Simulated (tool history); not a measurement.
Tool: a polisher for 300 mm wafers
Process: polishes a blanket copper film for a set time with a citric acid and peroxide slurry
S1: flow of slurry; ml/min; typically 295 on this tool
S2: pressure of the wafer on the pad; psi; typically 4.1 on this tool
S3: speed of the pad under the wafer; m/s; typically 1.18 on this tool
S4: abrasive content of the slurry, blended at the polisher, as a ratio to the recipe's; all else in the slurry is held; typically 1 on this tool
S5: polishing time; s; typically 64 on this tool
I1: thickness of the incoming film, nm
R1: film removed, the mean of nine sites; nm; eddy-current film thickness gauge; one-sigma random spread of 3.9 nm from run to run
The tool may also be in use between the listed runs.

run 1 day=0 | S1=295 S2=4.1 S3=1.18 S4=1 S5=64 | I1=953.3 | R1=264.6
-- day=2.1 worn pad replaced by a new one
run 2 day=3.562 | S1=295 S2=4.1 S3=1.18 S4=1 S5=64 | I1=951.9 | R1=257.4
-- day=5.571 slurry blender recalibrated
run 3 day=7.979 | S1=295 S2=4.1 S3=1.04 S4=1 S5=64 | I1=928.8 | R1=224.1
run 4 day=10.075 | S1=295 S2=4.1 S3=1.04 S4=1 S5=64 | I1=954.1 | R1=224.3
-- day=11.188 head pressure recalibrated
run 5 day=14.008 | S1=295 S2=4.1 S3=1.04 S4=1 S5=64 | I1=959 | R1=219.9
-- day=14.654 worn pad replaced by a new one
-- day=15.179 slurry blender recalibrated
-- day=17.296 slurry nozzle cleaned
run 6 day=17.379 | S1=295 S2=4.1 S3=1.18 S4=1 S5=64 | I1=948.9 | R1=260.3
run 7 day=20.8 | S1=295 S2=4.1 S3=1.5 S4=1 S5=64 | I1=942.7 | R1=339.8
run 8 day=22.908 | S1=295 S2=4.1 S3=1.5 S4=1 S5=64 | I1=957.9 | R1=325.8
run 9 day=25.088 | S1=295 S2=4.1 S3=1.18 S4=1 S5=64 | I1=936.2 | R1=265.1
-- day=25.429 worn pad replaced by a new one
-- day=26.875 head pressure recalibrated
-- day=27.567 slurry blender recalibrated
run 10 day=29.192 | S1=295 S2=4.1 S3=1.36 S4=0.85 S5=75 | I1=949.7 | R1=326.4
run 11 day=30.754 | S1=295 S2=2.9 S3=1.18 S4=1 S5=49 | I1=928.8 | R1=142.2
run 12 day=32.658 | S1=360 S2=5 S3=1.34 S4=1.1 S5=64 | I1=938.4 | R1=360.8
-- day=34.404 slurry nozzle cleaned
run 13 day=36.112 | S1=295 S2=4.1 S3=1.18 S4=0.85 S5=64 | I1=943.5 | R1=248
-- day=37.725 worn pad replaced by a new one
-- day=38.779 slurry blender recalibrated
run 14 day=39.971 | S1=295 S2=4.1 S3=1.18 S4=1 S5=79 | I1=934.2 | R1=323.2
-- day=41.346 head pressure recalibrated
run 15 day=43.521 | S1=295 S2=5.2 S3=1.18 S4=1 S5=64 | I1=921.2 | R1=317.7
run 16 day=46.183 | S1=355 S2=4.1 S3=0.76 S4=0.7 S5=70 | I1=956.2 | R1=165.3
-- day=48.954 worn pad replaced by a new one
run 17 day=49.675 | S1=295 S2=4.1 S3=1.18 S4=1 S5=83 | I1=941.2 | R1=324.3
-- day=50.008 slurry blender recalibrated
run 18 day=53.558 | S1=295 S2=4.1 S3=1.18 S4=1 S5=83 | I1=940.1 | R1=312.9

Run 19, settings as shown, results not yet in. Your forecast:
-- day=55.421 slurry nozzle cleaned
-- day=55.988 head pressure recalibrated
run 19 day=56.388 | S1=295 S2=4.1 S3=1.18 S4=1 S5=64 | I1=931.5 | R1=?

R1: 266.4 nm
With the hidden condition absent and the run-to-run variation left alone, this run would have shown R1 268 nm.

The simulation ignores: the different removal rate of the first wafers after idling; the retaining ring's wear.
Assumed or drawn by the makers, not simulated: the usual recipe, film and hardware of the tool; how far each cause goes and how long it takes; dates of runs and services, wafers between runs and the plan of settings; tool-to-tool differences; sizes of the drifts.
